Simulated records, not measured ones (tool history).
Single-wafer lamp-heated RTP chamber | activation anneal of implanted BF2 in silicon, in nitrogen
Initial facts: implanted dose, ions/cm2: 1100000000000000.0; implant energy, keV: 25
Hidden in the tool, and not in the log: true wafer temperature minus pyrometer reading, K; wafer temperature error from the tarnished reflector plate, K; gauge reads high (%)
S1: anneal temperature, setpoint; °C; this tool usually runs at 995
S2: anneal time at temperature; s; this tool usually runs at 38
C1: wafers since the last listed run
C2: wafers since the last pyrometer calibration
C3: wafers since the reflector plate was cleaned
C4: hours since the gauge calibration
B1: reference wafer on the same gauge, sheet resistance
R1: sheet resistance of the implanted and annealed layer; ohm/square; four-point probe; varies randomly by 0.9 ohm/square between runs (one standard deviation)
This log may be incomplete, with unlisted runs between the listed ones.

run    hour    S1  S2    C1    C2    C3      C4      B1      R1
  1       0   995  38     0  5582  2294     188  142.02  146.15
        8.3  -- pyrometer window cleaned and pyrometer calibrated
  2    59.9   995  38  1016  1012  3311   247.9   141.9   142.5
  3    97.7   995  38   740  1752  4052   285.7  141.74  142.84
  4   190.4   982  24  1816  3569  5868   378.4  142.03  166.95
        253  -- reflector plate cleaned
  5   281.3   995  38  1624  5193   553   469.3  142.18  150.53
      411.3  -- pyrometer window cleaned and pyrometer calibrated
  6   472.8  1018  38  3595  1205  4149   660.8  141.88  127.07
  7   515.4  1018  38   834  2039  4983   703.4  141.95  126.58
  8   555.3  1018  38   781  2821  5765   743.3  141.95  127.47
      612.3  -- reflector plate cleaned
  9   612.8   995  47   969  3791     9   800.8   142.2  147.71
 10   685.8   995  47  1430  5221  1439   873.8  142.14   143.8
      713.1  -- pyrometer window cleaned and pyrometer calibrated
 11   771.2   995  23  1516  1137  2956   959.2     142  154.03
 12   815.7   995  23   871  2009  3828  1003.7  142.16  154.26
      969.2  -- reflector plate cleaned
     1030.4  -- pyrometer window cleaned and pyrometer calibrated
 13  1076.8   995  38  4802   909  1951  1264.8  142.07  145.03
     1114.1  -- gauge calibrated
 14  1129.6   995  38  1034  1944  2985    15.5  142.05  145.61
 15  1199.5  1019  28  1369  3314  4355    85.4  141.78  130.64
 16  1284.5   978  32  1665  4979  6020   170.4  141.66  165.32
 17  1339.9   985  19  1085  6065  7106   225.8  141.97  167.75
       1369  -- reflector plate cleaned
 18  1378.1   995  21   591  6656   178     264  141.81  162.34
     1419.4  -- pyrometer window cleaned and pyrometer calibrated
 19  1419.9   977  31   662     8   840   305.8   142.1  172.54
 20  1508.3   975  52  1732  1740  2572   394.2  142.13  158.99
 21  1551.5   976  23   846  2587  3418   437.4   142.1  176.51
 22  1642.8   980  25  1788  4376  5207   528.7  141.95  169.96
 23  1679.1   995  38   711  5087  5919     565  142.05  143.06
     1692.6  -- reflector plate cleaned
 24  1761.2   970  31  1451  6539  1344   647.1  142.27  178.85

Alternative continuations, all from the tool just after run 24; predict every row:
  A  1761.6  995  38   7  6547  1352  647.5   ?   ?
  B  1761.6  995  49   7  6547  1352  647.5   ?   ?
  C  1761.6  977  44   7  6547  1352  647.5   ?   ?

run      B1      R1
  A  141.82  146.44
  B  141.82  141.31
  C  141.82  162.52
With the hidden condition removed and each run's random variation left untouched, the same runs would have given:
run      R1
  A  151.78
  B  146.18
  C  169.57

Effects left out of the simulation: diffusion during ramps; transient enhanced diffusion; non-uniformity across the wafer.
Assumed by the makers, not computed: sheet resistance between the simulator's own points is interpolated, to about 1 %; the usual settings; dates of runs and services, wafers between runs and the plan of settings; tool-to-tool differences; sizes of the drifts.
